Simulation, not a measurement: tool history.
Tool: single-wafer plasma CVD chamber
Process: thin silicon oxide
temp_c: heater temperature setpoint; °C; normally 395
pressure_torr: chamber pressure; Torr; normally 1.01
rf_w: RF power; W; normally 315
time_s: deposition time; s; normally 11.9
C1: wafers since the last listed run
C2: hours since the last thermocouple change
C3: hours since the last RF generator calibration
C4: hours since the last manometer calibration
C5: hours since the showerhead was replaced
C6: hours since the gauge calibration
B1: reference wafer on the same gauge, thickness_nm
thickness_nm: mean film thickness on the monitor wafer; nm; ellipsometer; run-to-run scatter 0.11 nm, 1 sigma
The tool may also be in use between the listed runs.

run 1 hour=0.0 | temp_c=395 pressure_torr=1.01 rf_w=315 time_s=11.9 | C1=0 C2=1707.4 C3=765.1 C4=1339.2 C5=4143.2 C6=275.0 | B1=25.625 | thickness_nm=26.698
run 2 hour=25.7 | temp_c=395 pressure_torr=1.01 rf_w=315 time_s=11.9 | C1=755 C2=1733.1 C3=790.8 C4=1364.9 C5=4168.9 C6=300.7 | B1=25.599 | thickness_nm=26.510
run 3 hour=40.5 | temp_c=402 pressure_torr=1.01 rf_w=315 time_s=11.9 | C1=434 C2=1747.9 C3=805.6 C4=1379.7 C5=4183.7 C6=315.5 | B1=25.587 | thickness_nm=26.247
run 4 hour=69.5 | temp_c=402 pressure_torr=1.01 rf_w=315 time_s=11.9 | C1=852 C2=1776.9 C3=834.6 C4=1408.7 C5=4212.7 C6=344.5 | B1=25.584 | thickness_nm=26.487
run 5 hour=95.8 | temp_c=395 pressure_torr=1.01 rf_w=315 time_s=11.9 | C1=772 C2=1803.2 C3=860.9 C4=1435.0 C5=4239.0 C6=370.8 | B1=25.610 | thickness_nm=26.600
-- hour=116.8 showerhead replaced
run 6 hour=124.2 | temp_c=395 pressure_torr=1.01 rf_w=315 time_s=11.9 | C1=599 C2=1831.6 C3=889.3 C4=1463.4 C5=7.4 C6=399.2 | B1=25.605 | thickness_nm=26.536
run 7 hour=143.4 | temp_c=395 pressure_torr=1.01 rf_w=290 time_s=11.9 | C1=564 C2=1850.8 C3=908.5 C4=1482.6 C5=26.6 C6=418.4 | B1=25.616 | thickness_nm=26.200
run 8 hour=175.6 | temp_c=395 pressure_torr=1.01 rf_w=290 time_s=11.9 | C1=946 C2=1883.0 C3=940.7 C4=1514.8 C5=58.8 C6=450.6 | B1=25.599 | thickness_nm=26.344
run 9 hour=198.7 | temp_c=395 pressure_torr=1.01 rf_w=290 time_s=11.9 | C1=678 C2=1906.1 C3=963.8 C4=1537.9 C5=81.9 C6=473.7 | B1=25.584 | thickness_nm=26.355
run 10 hour=226.7 | temp_c=395 pressure_torr=1.01 rf_w=315 time_s=11.9 | C1=822 C2=1934.1 C3=991.8 C4=1565.9 C5=109.9 C6=501.7 | B1=25.580 | thickness_nm=26.721
run 11 hour=248.8 | temp_c=391 pressure_torr=1.15 rf_w=300 time_s=10.0 | C1=649 C2=1956.2 C3=1013.9 C4=1588.0 C5=132.0 C6=523.8 | B1=25.615 | thickness_nm=23.913
run 12 hour=269.6 | temp_c=405 pressure_torr=1.01 rf_w=315 time_s=11.9 | C1=611 C2=1977.0 C3=1034.7 C4=1608.8 C5=152.8 C6=544.6 | B1=25.608 | thickness_nm=26.648
run 13 hour=304.2 | temp_c=383 pressure_torr=0.85 rf_w=295 time_s=14.1 | C1=1016 C2=2011.6 C3=1069.3 C4=1643.4 C5=187.4 C6=579.2 | B1=25.588 | thickness_nm=28.110
-- hour=314.7 thermocouple changed; heater temperature recalibrated
-- hour=337.4 gauge calibrated
run 14 hour=339.3 | temp_c=409 pressure_torr=1.18 rf_w=265 time_s=11.9 | C1=796 C2=24.6 C3=1104.4 C4=1678.5 C5=222.5 C6=1.9 | B1=25.596 | thickness_nm=27.749
run 15 hour=357.7 | temp_c=381 pressure_torr=1.01 rf_w=315 time_s=10.1 | C1=540 C2=43.0 C3=1122.8 C4=1696.9 C5=240.9 C6=20.3 | B1=25.614 | thickness_nm=22.767
-- hour=380.0 capacitance manometer re-zeroed and calibrated
-- hour=398.4 RF generator calibrated
run 16 hour=398.9 | temp_c=395 pressure_torr=1.01 rf_w=315 time_s=11.9 | C1=740 C2=84.2 C3=0.5 C4=18.9 C5=282.1 C6=61.5 | B1=25.616 | thickness_nm=24.083
run 17 hour=430.9 | temp_c=395 pressure_torr=1.01 rf_w=315 time_s=13.4 | C1=940 C2=116.2 C3=32.5 C4=50.9 C5=314.1 C6=93.5 | B1=25.596 | thickness_nm=26.998
run 18 hour=449.1 | temp_c=395 pressure_torr=1.20 rf_w=315 time_s=11.9 | C1=534 C2=134.4 C3=50.7 C4=69.1 C5=332.3 C6=111.7 | B1=25.586 | thickness_nm=27.188
run 19 hour=472.4 | temp_c=384 pressure_torr=1.19 rf_w=265 time_s=13.9 | C1=684 C2=157.7 C3=74.0 C4=92.4 C5=355.6 C6=135.0 | B1=25.604 | thickness_nm=30.125
run 20 hour=487.7 | temp_c=395 pressure_torr=1.01 rf_w=315 time_s=11.9 | C1=449 C2=173.0 C3=89.3 C4=107.7 C5=370.9 C6=150.3 | B1=25.605 | thickness_nm=24.163
run 21 hour=519.7 | temp_c=395 pressure_torr=1.23 rf_w=315 time_s=11.9 | C1=940 C2=205.0 C3=121.3 C4=139.7 C5=402.9 C6=182.3 | B1=25.605 | thickness_nm=27.484
run 22 hour=536.9 | temp_c=395 pressure_torr=1.01 rf_w=315 time_s=11.9 | C1=505 C2=222.2 C3=138.5 C4=156.9 C5=420.1 C6=199.5 | B1=25.579 | thickness_nm=24.020
run 23 hour=571.3 | temp_c=395 pressure_torr=0.82 rf_w=315 time_s=10.1 | C1=1010 C2=256.6 C3=172.9 C4=191.3 C5=454.5 C6=233.9 | B1=25.608 | thickness_nm=17.486
-- hour=595.2 capacitance manometer re-zeroed and calibrated, repeated, since the last time left the tool worse
run 24 hour=595.7 | temp_c=395 pressure_torr=1.01 rf_w=315 time_s=11.9 | C1=481 C2=281.0 C3=197.3 C4=0.5 C5=478.9 C6=258.3 | B1=25.598 | thickness_nm=25.997
run 25 hour=630.1 | temp_c=405 pressure_torr=1.13 rf_w=315 time_s=11.9 | C1=1010 C2=315.4 C3=231.7 C4=34.9 C5=513.3 C6=292.7 | B1=25.606 | thickness_nm=27.467
run 26 hour=659.3 | temp_c=395 pressure_torr=1.01 rf_w=315 time_s=11.9 | C1=857 C2=344.6 C3=260.9 C4=64.1 C5=542.5 C6=321.9 | B1=25.596 | thickness_nm=25.927
run 27 hour=679.4 | temp_c=395 pressure_torr=1.01 rf_w=365 time_s=11.9 | C1=590 C2=364.7 C3=281.0 C4=84.2 C5=562.6 C6=342.0 | B1=25.610 | thickness_nm=27.017
run 28 hour=695.9 | temp_c=405 pressure_torr=1.13 rf_w=355 time_s=11.9 | C1=484 C2=381.2 C3=297.5 C4=100.7 C5=579.1 C6=358.5 | B1=25.609 | thickness_nm=28.333
run 29 hour=717.4 | temp_c=395 pressure_torr=1.01 rf_w=295 time_s=11.0 | C1=631 C2=402.7 C3=319.0 C4=122.2 C5=600.6 C6=380.0 | B1=25.600 | thickness_nm=23.566

Alternative continuations, all from the tool just after run 29; predict every row:
run A hour=717.8 | temp_c=395 pressure_torr=1.01 rf_w=370 time_s=11.9 | C1=11 C2=403.1 C3=319.4 C4=122.6 C5=601.0 C6=380.4 | B1=? | thickness_nm=?
run B hour=717.8 | temp_c=395 pressure_torr=1.11 rf_w=315 time_s=11.9 | C1=11 C2=403.1 C3=319.4 C4=122.6 C5=601.0 C6=380.4 | B1=? | thickness_nm=?
run C hour=717.8 | temp_c=395 pressure_torr=1.19 rf_w=315 time_s=11.9 | C1=11 C2=403.1 C3=319.4 C4=122.6 C5=601.0 C6=380.4 | B1=? | thickness_nm=?

run=A B1=25.587 thickness_nm=27.196
run=B B1=25.587 thickness_nm=27.597
run=C B1=25.587 thickness_nm=28.762
Without the tool's unlogged condition, the same runs would have read:
run=A thickness_nm=27.114
run=B thickness_nm=27.514
run=C thickness_nm=28.676
